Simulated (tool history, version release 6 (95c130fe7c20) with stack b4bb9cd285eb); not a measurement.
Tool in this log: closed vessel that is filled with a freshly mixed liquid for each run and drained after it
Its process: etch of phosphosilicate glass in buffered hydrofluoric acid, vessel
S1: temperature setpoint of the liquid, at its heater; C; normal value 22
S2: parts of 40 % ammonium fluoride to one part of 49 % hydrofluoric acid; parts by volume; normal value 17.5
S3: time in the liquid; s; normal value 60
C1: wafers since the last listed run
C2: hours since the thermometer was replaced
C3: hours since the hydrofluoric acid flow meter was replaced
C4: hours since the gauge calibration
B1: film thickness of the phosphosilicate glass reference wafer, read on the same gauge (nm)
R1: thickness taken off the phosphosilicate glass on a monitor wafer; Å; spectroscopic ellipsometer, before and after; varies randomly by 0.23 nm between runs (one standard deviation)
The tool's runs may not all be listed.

run 1 hour=0 | S1=22 S2=17.5 S3=60 | C1=0 C2=2079.1 C3=613.9 C4=80.2 | B1=89.99 | R1=985.6
run 2 hour=9.3 | S1=22 S2=17.5 S3=60 | C1=592 C2=2088.4 C3=623.2 C4=89.5 | B1=90.02 | R1=984.5
run 3 hour=23.2 | S1=24.5 S2=19.5 S3=60 | C1=885 C2=2102.3 C3=637.1 C4=103.4 | B1=90 | R1=1034.8
run 4 hour=39.9 | S1=24.5 S2=19.5 S3=60 | C1=1063 C2=2119 C3=653.8 C4=120.1 | B1=90.01 | R1=1032.8
-- hour=44.3 gauge calibrated
run 5 hour=48.9 | S1=22 S2=17.5 S3=60 | C1=573 C2=2128 C3=662.8 C4=4.6 | B1=89.97 | R1=978.3
run 6 hour=66.5 | S1=22 S2=17.5 S3=60 | C1=1120 C2=2145.6 C3=680.4 C4=22.2 | B1=90.03 | R1=978.8
-- hour=76.4 thermometer replaced
run 7 hour=79.6 | S1=22 S2=17.5 S3=60 | C1=770 C2=3.2 C3=693.5 C4=35.3 | B1=89.99 | R1=846.1

What does the tool deliver on the next run?
run 8 hour=91.1 | S1=23.5 S2=17.5 S3=80 | C1=732 C2=14.7 C3=705 C4=46.8 | B1=? | R1=?

Run 8 gave B1 90, R1 1224.2 Å.
With no hidden state in the tool, this same run would have given R1 1352.7 Å.
